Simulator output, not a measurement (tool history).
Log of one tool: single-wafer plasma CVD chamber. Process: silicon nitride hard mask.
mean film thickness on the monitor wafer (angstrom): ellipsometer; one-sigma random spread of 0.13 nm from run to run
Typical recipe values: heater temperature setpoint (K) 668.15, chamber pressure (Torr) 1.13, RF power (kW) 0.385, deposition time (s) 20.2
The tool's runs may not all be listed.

run	day	heater temperature setpoint (K)	chamber pressure (Torr)	RF power (kW)	deposition time (s)	wafers since the last listed run	hours since the last thermocouple change	hours since the last RF generator calibration	hours since the last manometer calibration	hours since the showerhead was replaced	hours since the gauge calibration	read-back reference wafer on the same gauge, thickness_nm	mean film thickness on the monitor wafer (angstrom)
1	0.000	668.15	1.13	0.385	20.2	0	821.5	456.0	1690.6	6466.2	458.1	27.570	240.02
2	2.225	668.15	1.13	0.385	20.2	762	874.9	509.4	1744.0	6519.6	511.5	27.627	238.23
3	4.688	668.15	1.13	0.385	20.2	844	934.0	568.5	1803.1	6578.7	570.6	27.639	241.65
4	6.825	668.15	1.13	0.385	20.2	732	985.3	619.8	1854.4	6630.0	621.9	27.625	242.73
5	8.071	668.15	1.13	0.385	20.2	427	1015.2	649.7	1884.3	6659.9	651.8	27.585	239.41
6	10.046	668.15	1.13	0.385	20.2	677	1062.6	697.1	1931.7	6707.3	699.2	27.584	237.53
7	12.483	668.15	1.13	0.385	20.2	835	1121.1	755.6	1990.2	6765.8	757.7	27.588	240.50
8	15.467	668.15	1.13	0.385	20.2	1022	1192.7	827.2	2061.8	6837.4	829.3	27.608	240.43
# day 16.708: gauge calibrated
9	16.767	668.15	1.13	0.385	20.2	445	1223.9	858.4	2093.0	6868.6	1.4	27.582	238.00
10	17.800	668.15	1.13	0.385	20.2	354	1248.7	883.2	2117.8	6893.4	26.2	27.562	240.22
11	19.338	659.15	1.13	0.430	17.1	527	1285.6	920.1	2154.7	6930.3	63.1	27.596	213.53
# day 20.171: thermocouple changed; heater temperature recalibrated
# day 20.421: capacitance manometer re-zeroed and calibrated
12	21.888	668.15	0.90	0.355	22.7	673	41.2	981.3	35.2	6991.5	124.3	27.586	230.20
# day 22.854: RF generator calibrated
13	23.658	668.15	1.32	0.385	20.2	492	83.7	19.3	77.7	7034.0	166.8	27.560	268.72
14	24.733	668.15	1.13	0.385	23.6	368	109.5	45.1	103.5	7059.8	192.6	27.592	289.33
15	27.017	668.15	1.13	0.340	20.2	782	164.3	99.9	158.3	7114.6	247.4	27.598	230.87
16	29.546	668.15	1.13	0.385	20.2	867	225.0	160.6	219.0	7175.3	308.1	27.557	248.22
17	32.379	668.15	1.13	0.385	20.2	971	293.0	228.6	287.0	7243.3	376.1	27.628	248.35
# day 38.292: showerhead replaced
18	41.246	662.15	1.40	0.315	18.1	2925	505.8	441.4	499.8	70.9	588.9	27.647	218.47
19	42.721	668.15	1.13	0.410	20.2	505	541.2	476.8	535.2	106.3	624.3	27.580	255.57
# day 45.450: gauge calibrated
20	46.296	668.15	0.90	0.355	22.7	1225	627.0	562.6	621.0	192.1	20.3	27.583	226.16
21	48.642	668.15	1.13	0.385	20.2	804	683.3	618.9	677.3	248.4	76.6	27.599	247.33

Branching from run 21: 3 alternative next runs. What would each branch give?
A	48.658	668.15	1.33	0.385	20.2	5	683.7	619.3	677.7	248.8	77.0	?	?
B	48.658	661.15	1.13	0.385	20.2	5	683.7	619.3	677.7	248.8	77.0	?	?
C	48.658	668.15	0.88	0.385	16.6	5	683.7	619.3	677.7	248.8	77.0	?	?

run	read-back reference wafer on the same gauge, thickness_nm	mean film thickness on the monitor wafer (angstrom)
A	27.564	266.76
B	27.564	246.47
C	27.564	170.00
Take away the tool's hidden state, keep each run's random variation, and the runs would have read:
run	mean film thickness on the monitor wafer (angstrom)
A	270.60
B	250.48
C	173.62

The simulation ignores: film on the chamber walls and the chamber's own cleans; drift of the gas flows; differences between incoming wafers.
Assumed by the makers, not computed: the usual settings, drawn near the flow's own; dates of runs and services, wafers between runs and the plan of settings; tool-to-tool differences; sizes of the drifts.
